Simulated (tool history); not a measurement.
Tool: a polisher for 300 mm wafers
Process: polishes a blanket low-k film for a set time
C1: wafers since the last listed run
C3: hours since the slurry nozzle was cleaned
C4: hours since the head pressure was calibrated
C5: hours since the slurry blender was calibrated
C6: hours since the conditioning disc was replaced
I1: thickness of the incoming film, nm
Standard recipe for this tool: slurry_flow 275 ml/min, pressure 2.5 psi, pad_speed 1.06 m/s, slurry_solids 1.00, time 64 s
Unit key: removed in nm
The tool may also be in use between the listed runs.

Run 1, hour 0.0: usual settings but pad_speed 0.98 m/s; C1 0; wafers polished on this pad 351; C3 232.4; C4 465.2; C5 177.2; C6 113.2; I1 385.3. Result: removed 32.6 nm.
Run 2, hour 48.5: usual settings but pad_speed 0.98 m/s; C1 319; wafers polished on this pad 670; C3 280.9; C4 513.7; C5 225.7; C6 161.7; I1 390.7. Result: removed 32.3 nm.
Run 3, hour 116.5: usual settings but slurry_flow 340 ml/min, time 50 s; C1 447; wafers polished on this pad 1118; C3 348.9; C4 581.7; C5 293.7; C6 229.7; I1 388.9. Result: removed 27.7 nm.
At hour 166.6: slurry nozzle cleaned.
At hour 171.7: slurry blender recalibrated.
Run 4, hour 209.0: usual settings; C1 588; wafers polished on this pad 1706; C3 42.4; C4 674.2; C5 37.3; C6 322.2; I1 392.4. Result: removed 35.0 nm.
At hour 232.6: conditioning disc replaced and pad reconditioned.
Run 5, hour 290.7: usual settings; C1 524; wafers polished on this pad 2231; C3 124.1; C4 755.9; C5 119.0; C6 58.1; I1 389.4. Result: removed 35.1 nm.
At hour 296.8: worn pad replaced by a new one.
Run 6, hour 362.0: usual settings; C1 442; wafers polished on this pad 428; C3 195.4; C4 827.2; C5 190.3; C6 129.4; I1 385.9. Result: removed 35.0 nm.
At hour 412.7: head pressure recalibrated.
Run 7, hour 415.7: usual settings; C1 340; wafers polished on this pad 769; C3 249.1; C4 3.0; C5 244.0; C6 183.1; I1 392.5. Result: removed 35.1 nm.
Run 8, hour 460.6: usual settings; C1 295; wafers polished on this pad 1064; C3 294.0; C4 47.9; C5 288.9; C6 228.0; I1 386.0. Result: removed 35.2 nm.
At hour 476.6: slurry blender recalibrated.
At hour 512.7: slurry nozzle cleaned.
Run 9, hour 568.5: usual settings; C1 690; wafers polished on this pad 1754; C3 55.8; C4 155.8; C5 91.9; C6 335.9; I1 392.8. Result: removed 34.6 nm.
At hour 579.0: conditioning disc replaced and pad reconditioned.
Run 10, hour 614.0: usual settings but slurry_flow 250 ml/min; C1 286; wafers polished on this pad 2040; C3 101.3; C4 201.3; C5 137.4; C6 35.0; I1 398.1. Result: removed 34.6 nm.
At hour 664.0: worn pad replaced by a new one.
Run 11, hour 719.7: usual settings but slurry_flow 250 ml/min; C1 669; wafers polished on this pad 366; C3 207.0; C4 307.0; C5 243.1; C6 140.7; I1 384.1. Result: removed 34.7 nm.
Run 12, hour 764.7: usual settings but slurry_flow 250 ml/min; C1 296; wafers polished on this pad 662; C3 252.0; C4 352.0; C5 288.1; C6 185.7; I1 384.1. Result: removed 35.0 nm.
At hour 827.1: slurry blender recalibrated.
Run 13, hour 837.2: usual settings but slurry_flow 320 ml/min, pressure 2.3 psi, pad_speed 0.74 m/s; C1 463; wafers polished on this pad 1126; C3 324.5; C4 424.5; C5 10.1; C6 258.2; I1 386.6. Result: removed 24.5 nm.
At hour 877.7: slurry nozzle cleaned.
At hour 887.0: conditioning disc replaced and pad reconditioned.
Run 14, hour 896.6: usual settings but pressure 3.4 psi, pad_speed 1.18 m/s; C1 371; wafers polished on this pad 1497; C3 18.9; C4 483.9; C5 69.5; C6 9.6; I1 385.5. Result: removed 52.2 nm.
Run 15, hour 945.6: usual settings but slurry_flow 240 ml/min, pressure 2.2 psi; C1 322; wafers polished on this pad 1819; C3 67.9; C4 532.9; C5 118.5; C6 58.6; I1 383.8. Result: removed 30.5 nm.
At hour 996.8: worn pad replaced by a new one.
Run 16, hour 997.3: usual settings but pressure 2.1 psi, pad_speed 0.70 m/s, time 44 s; C1 313; wafers polished on this pad 3; C3 119.6; C4 584.6; C5 170.2; C6 110.3; I1 396.9. Result: removed 14.5 nm.
Run 17, hour 1047.8: usual settings but pressure 3.4 psi, pad_speed 1.18 m/s; C1 332; wafers polished on this pad 335; C3 170.1; C4 635.1; C5 220.7; C6 160.8; I1 390.0. Result: removed 51.4 nm.
Run 18, hour 1095.4: usual settings; C1 313; wafers polished on this pad 648; C3 217.7; C4 682.7; C5 268.3; C6 208.4; I1 391.3. Result: removed 34.6 nm.
At hour 1133.1: slurry blender recalibrated.
Run 19, hour 1169.4: usual settings; C1 473; wafers polished on this pad 1122; C3 291.7; C4 756.7; C5 36.3; C6 282.4; I1 394.5. Result: removed 34.8 nm.
At hour 1210.7: conditioning disc replaced and pad reconditioned.
At hour 1218.7: slurry nozzle cleaned.
Run 20, hour 1241.4: usual settings but slurry_flow 180 ml/min, pressure 2.9 psi; C1 453; wafers polished on this pad 1575; C3 22.7; C4 828.7; C5 108.3; C6 30.7; I1 386.1. Result: removed 38.7 nm.
Run 21, hour 1309.5: usual settings but slurry_flow 365 ml/min, pressure 3.2 psi, time 80 s; C1 447; wafers polished on this pad 2023; C3 90.8; C4 896.8; C5 176.4; C6 98.8; I1 384.4. Result: removed 57.9 nm.
At hour 1363.3: worn pad replaced by a new one.
Run 22, hour 1364.8: usual settings; C1 337; wafers polished on this pad 9; C3 146.1; C4 952.1; C5 231.7; C6 154.1; I1 386.2. Result: removed 34.6 nm.
At hour 1403.2: head pressure recalibrated.
Run 23, hour 1438.2: usual settings but slurry_flow 365 ml/min, pressure 3.4 psi, pad_speed 0.70 m/s; C1 469; wafers polished on this pad 479; C3 219.5; C4 35.0; C5 305.1; C6 227.5; I1 391.8. Result: removed 35.0 nm.
At hour 1486.9: slurry blender recalibrated.
Run 24, hour 1506.8: usual settings but slurry_solids 1.25; C1 438; wafers polished on this pad 917; C3 288.1; C4 103.6; C5 19.9; C6 296.1; I1 393.8. Result: removed 37.3 nm.

Expected results for the next run?
At hour 1542.2: slurry nozzle cleaned.
Run 25, hour 1560.7: usual settings but slurry_flow 180 ml/min, pressure 2.9 psi; C1 348; wafers polished on this pad 1265; C3 18.5; C4 157.5; C5 73.8; C6 350.0; I1 385.9. Result: removed ?.

removed: 38.7 nm
Had the tool carried no hidden state, the very same run would have given removed 38.7 nm.
